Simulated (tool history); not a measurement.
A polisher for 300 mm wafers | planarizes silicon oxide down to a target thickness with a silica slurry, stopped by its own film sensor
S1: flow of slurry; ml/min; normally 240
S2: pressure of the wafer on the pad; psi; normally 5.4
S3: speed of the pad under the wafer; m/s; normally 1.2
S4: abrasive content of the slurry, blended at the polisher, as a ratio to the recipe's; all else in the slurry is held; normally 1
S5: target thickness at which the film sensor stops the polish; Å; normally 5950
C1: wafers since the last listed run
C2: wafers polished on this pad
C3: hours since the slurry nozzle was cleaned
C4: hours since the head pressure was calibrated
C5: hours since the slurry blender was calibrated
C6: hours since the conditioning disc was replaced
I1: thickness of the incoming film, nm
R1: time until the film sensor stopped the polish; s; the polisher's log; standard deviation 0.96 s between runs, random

Run 1, hour 0: usual settings but S1 265 ml/min; C1 0; C2 2751; C3 185.5; C4 72.9; C5 254; C6 552.3; I1 1013.7. Result: R1 84 s.
Run 2, hour 56.6: usual settings but S1 265 ml/min; C1 474; C2 3226; C3 242.1; C4 129.5; C5 310.6; C6 608.9; I1 1008.1. Result: R1 83.5 s.
Run 3, hour 121.9: usual settings but S1 290 ml/min, S2 4.2 psi; C1 547; C2 3774; C3 307.4; C4 194.8; C5 375.9; C6 674.2; I1 1017.8. Result: R1 110.4 s.
Run 4, hour 183.3: usual settings but S1 290 ml/min, S2 4.2 psi; C1 515; C2 4289; C3 368.8; C4 256.2; C5 437.3; C6 735.6; I1 1022.9. Result: R1 113.4 s.
At hour 240.8: conditioning disc replaced and pad reconditioned.
Run 5, hour 290.2: usual settings but S2 3.8 psi, S3 1.02 m/s; C1 880; C2 5169; C3 475.7; C4 363.1; C5 544.2; C6 49.4; I1 1024.5. Result: R1 143.6 s.
At hour 342.2: worn pad replaced by a new one.
Run 6, hour 362.6: usual settings but S1 160 ml/min, S2 4.6 psi, S4 1.15; C1 573; C2 171; C3 548.1; C4 435.5; C5 616.6; C6 121.8; I1 1014.9. Result: R1 104.7 s.
Run 7, hour 450.1: usual settings but S1 190 ml/min, S2 6.5 psi, S5 4850 Å; C1 734; C2 905; C3 635.6; C4 523; C5 704.1; C6 209.3; I1 1001.8. Result: R1 98.1 s.
At hour 479.9: slurry nozzle cleaned.
Run 8, hour 518.1: usual settings but S1 160 ml/min, S3 0.9 m/s, S4 0.8, S5 6920 Å; C1 562; C2 1467; C3 38.2; C4 591; C5 772.1; C6 277.3; I1 1016.4. Result: R1 106.8 s.
At hour 571.3: slurry blender recalibrated.
Run 9, hour 586.8: usual settings but S1 170 ml/min; C1 559; C2 2027; C3 106.9; C4 659.7; C5 15.5; C6 346; I1 1014.9. Result: R1 97 s.
Run 10, hour 675: usual settings but S1 185 ml/min, S3 1.62 m/s, S4 1.15, S5 5520 Å; C1 740; C2 2767; C3 195.1; C4 747.9; C5 103.7; C6 434.2; I1 1037.9. Result: R1 84.2 s.
Run 11, hour 712.8: usual settings; C1 317; C2 3084; C3 232.9; C4 785.7; C5 141.5; C6 472; I1 1021.3. Result: R1 93.6 s.
Run 12, hour 770.8: usual settings; C1 486; C2 3570; C3 290.9; C4 843.7; C5 199.5; C6 530; I1 1029.2. Result: R1 96.5 s.
Run 13, hour 845.6: usual settings but S1 180 ml/min, S3 1.4 m/s; C1 627; C2 4198; C3 365.7; C4 918.5; C5 274.3; C6 604.8; I1 1018.1. Result: R1 90.3 s.
Run 14, hour 917: usual settings; C1 599; C2 4797; C3 437.1; C4 989.9; C5 345.7; C6 676.2; I1 1021.6. Result: R1 96.4 s.
At hour 1002.5: worn pad replaced by a new one.
Run 15, hour 1021.8: usual settings but S1 305 ml/min, S5 6810 Å; C1 845; C2 161; C3 541.9; C4 1094.7; C5 450.5; C6 781; I1 1009.2. Result: R1 69 s.
At hour 1049.6: conditioning disc replaced and pad reconditioned.
Run 16, hour 1079.3: usual settings; C1 465; C2 627; C3 599.4; C4 1152.2; C5 508; C6 29.7; I1 1039.7. Result: R1 101.2 s.
At hour 1097.2: head pressure recalibrated.
At hour 1141.1: slurry nozzle cleaned.
Run 17, hour 1176.1: usual settings but S1 270 ml/min, S2 6.4 psi, S3 0.86 m/s, S5 5030 Å; C1 786; C2 1414; C3 35; C4 78.9; C5 604.8; C6 126.5; I1 1016.3. Result: R1 104.6 s.
At hour 1325.7: slurry blender recalibrated.
Run 18, hour 1481.7: usual settings but S3 1.62 m/s, S5 6640 Å; C1 2547; C2 3961; C3 340.6; C4 384.5; C5 156; C6 432.1; I1 1014.8. Result: R1 62.7 s.
Run 19, hour 1535.9: usual settings but S1 320 ml/min, S3 1.6 m/s, S4 1.15; C1 454; C2 4416; C3 394.8; C4 438.7; C5 210.2; C6 486.3; I1 1021.9. Result: R1 69.9 s.
Run 20, hour 1623.5: usual settings but S5 4690 Å; C1 734; C2 5151; C3 482.4; C4 526.3; C5 297.8; C6 573.9; I1 1017.2. Result: R1 118.5 s.
At hour 1693.3: conditioning disc replaced and pad reconditioned.
Run 21, hour 1693.8: usual settings but S1 325 ml/min; C1 573; C2 5724; C3 552.7; C4 596.6; C5 368.1; C6 0.5; I1 1021.5. Result: R1 89.7 s.
At hour 1738.1: worn pad replaced by a new one.
Run 22, hour 1793.8: usual settings but S1 190 ml/min, S2 3.6 psi, S4 0.8, S5 6520 Å; C1 805; C2 467; C3 652.7; C4 696.6; C5 468.1; C6 100.5; I1 1032.5. Result: R1 156.3 s.
At hour 1865.2: slurry nozzle cleaned.
Run 23, hour 1877.4: usual settings but S4 1.25; C1 693; C2 1160; C3 12.2; C4 780.2; C5 551.7; C6 184.1; I1 1013.9. Result: R1 80.6 s.
At hour 1954.5: slurry blender recalibrated.
Run 24, hour 1976.4: usual settings but S1 265 ml/min, S2 4.2 psi, S3 1.08 m/s, S4 0.75; C1 813; C2 1974; C3 111.2; C4 879.2; C5 21.9; C6 283.1; I1 1034.3. Result: R1 172.9 s.
Run 25, hour 2023.1: usual settings but S1 300 ml/min, S4 1.2, S5 6830 Å; C1 391; C2 2366; C3 157.9; C4 925.9; C5 68.6; C6 329.8; I1 1030.6. Result: R1 66.8 s.

What if the next run were any one of these 4? Each begins from the tool's condition after run 25:
Run A, hour 2023.6: usual settings; C1 4; C2 2370; C3 158.4; C4 926.4; C5 69.1; C6 330.3; I1 1013.9. Result: R1 ?.
Run B, hour 2023.6: usual settings but S1 290 ml/min, S4 1.3; C1 4; C2 2370; C3 158.4; C4 926.4; C5 69.1; C6 330.3; I1 1013.9. Result: R1 ?.
Run C, hour 2023.6: usual settings but S3 0.86 m/s, S4 1.15, S5 4950 Å; C1 4; C2 2370; C3 158.4; C4 926.4; C5 69.1; C6 330.3; I1 1013.9. Result: R1 ?.
Run D, hour 2023.6: usual settings but S1 155 ml/min, S3 1.34 m/s, S4 0.8, S5 5120 Å; C1 4; C2 2370; C3 158.4; C4 926.4; C5 69.1; C6 330.3; I1 1013.9. Result: R1 ?.

run     R1
  A   91.7
  B   76.4
  C  125.3
  D  134.4
With no hidden state in the tool, these same runs would have given:
run     R1
  A   81.6
  B     68
  C  111.5
  D  119.6
